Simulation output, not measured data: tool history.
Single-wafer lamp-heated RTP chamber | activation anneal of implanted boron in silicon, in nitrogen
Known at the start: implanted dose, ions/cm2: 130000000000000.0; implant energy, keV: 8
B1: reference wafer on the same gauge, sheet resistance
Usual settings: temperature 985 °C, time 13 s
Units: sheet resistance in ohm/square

run 1 hour=0 | temperature=985 time=18 | B1=842.02 | sheet_resistance=767.65
run 2 hour=35.4 | temperature=985 time=10 | B1=842.03 | sheet_resistance=767.43
run 3 hour=64.8 | temperature=985 time=10 | B1=841.61 | sheet_resistance=768.65
run 4 hour=80.4 | temperature=985 time=10 | B1=841.95 | sheet_resistance=768.84
run 5 hour=108.4 | temperature=985 time=11 | B1=842.19 | sheet_resistance=764.64
run 6 hour=121.5 | temperature=996 time=13 | B1=841.96 | sheet_resistance=764.7
run 7 hour=149.2 | temperature=996 time=13 | B1=841.96 | sheet_resistance=766.16
-- hour=149.9 gauge calibrated
run 8 hour=168.7 | temperature=985 time=13 | B1=841.94 | sheet_resistance=766.32
run 9 hour=188.1 | temperature=985 time=13 | B1=842.02 | sheet_resistance=767.89
run 10 hour=201.3 | temperature=985 time=13 | B1=841.63 | sheet_resistance=766.2
run 11 hour=213.6 | temperature=1004 time=13 | B1=842.22 | sheet_resistance=764.55
run 12 hour=230.9 | temperature=1004 time=13 | B1=841.97 | sheet_resistance=762.75
run 13 hour=249.5 | temperature=1004 time=13 | B1=841.91 | sheet_resistance=762.25
-- hour=265.3 reflector plate cleaned
run 14 hour=271.8 | temperature=985 time=16 | B1=842.01 | sheet_resistance=766.15
run 15 hour=304.5 | temperature=985 time=16 | B1=841.86 | sheet_resistance=765.18
run 16 hour=317.7 | temperature=985 time=16 | B1=842.02 | sheet_resistance=765.89
run 17 hour=332.3 | temperature=999 time=13 | B1=842.2 | sheet_resistance=763.47
run 18 hour=347 | temperature=1013 time=11 | B1=841.57 | sheet_resistance=765.34
run 19 hour=435 | temperature=985 time=13 | B1=842.17 | sheet_resistance=768.08
run 20 hour=451.7 | temperature=960 time=10 | B1=841.84 | sheet_resistance=782.57
run 21 hour=471.7 | temperature=996 time=8 | B1=842.16 | sheet_resistance=765.33
run 22 hour=501 | temperature=985 time=13 | B1=842.02 | sheet_resistance=767.83
run 23 hour=524.1 | temperature=985 time=16 | B1=842.13 | sheet_resistance=764.7
run 24 hour=542.8 | temperature=997 time=19 | B1=841.96 | sheet_resistance=764.69
-- hour=560.8 gauge calibrated
-- hour=568.1 pyrometer window cleaned and pyrometer calibrated
run 25 hour=572.4 | temperature=972 time=6 | B1=842.02 | sheet_resistance=780.37
run 26 hour=604.6 | temperature=1001 time=10 | B1=842.08 | sheet_resistance=764.4
run 27 hour=622 | temperature=967 time=13 | B1=841.81 | sheet_resistance=781.71
run 28 hour=651.6 | temperature=959 time=18 | B1=842.1 | sheet_resistance=787.27
run 29 hour=667.1 | temperature=985 time=13 | B1=842.08 | sheet_resistance=768.69
run 30 hour=697.4 | temperature=998 time=5 | B1=841.9 | sheet_resistance=767.27
run 31 hour=713.5 | temperature=1007 time=16 | B1=841.97 | sheet_resistance=764.87
run 32 hour=748.6 | temperature=969 time=15 | B1=842.1 | sheet_resistance=773.97
run 33 hour=762.3 | temperature=985 time=13 | B1=842.09 | sheet_resistance=766.99

Some steps in sheet resistance between neighbouring runs. How much of each would the tool show without its hidden state too (settings, what came in, random variation), and how much is left for the hidden state, with any gauge scatter that isn't in both results?
The hidden state here: true wafer temperature minus pyrometer reading, K; wafer temperature error from the tarnished reflector plate, K; gauge reads high (%).
Run 19 -> 20: temperature 985 -> 960, time 13 -> 10. sheet resistance +14.49 ohm/square: hidden state -15.59, all else +30.08.
Run 20 -> 21: temperature 960 -> 996, time 10 -> 8. sheet resistance -17.24 ohm/square: hidden state +17.24, all else -34.48.
Run 26 -> 27: temperature 1001 -> 967, time 10 -> 13. sheet resistance +17.31 ohm/square: hidden state -4.7, all else +22.01.
Run 28 -> 29: temperature 959 -> 985, time 18 -> 13. sheet resistance -18.58 ohm/square: hidden state +6.86, all else -25.44.
Run 31 -> 32: temperature 1007 -> 969, time 16 -> 15. sheet resistance +9.1 ohm/square: hidden state -6.98, all else +16.08.
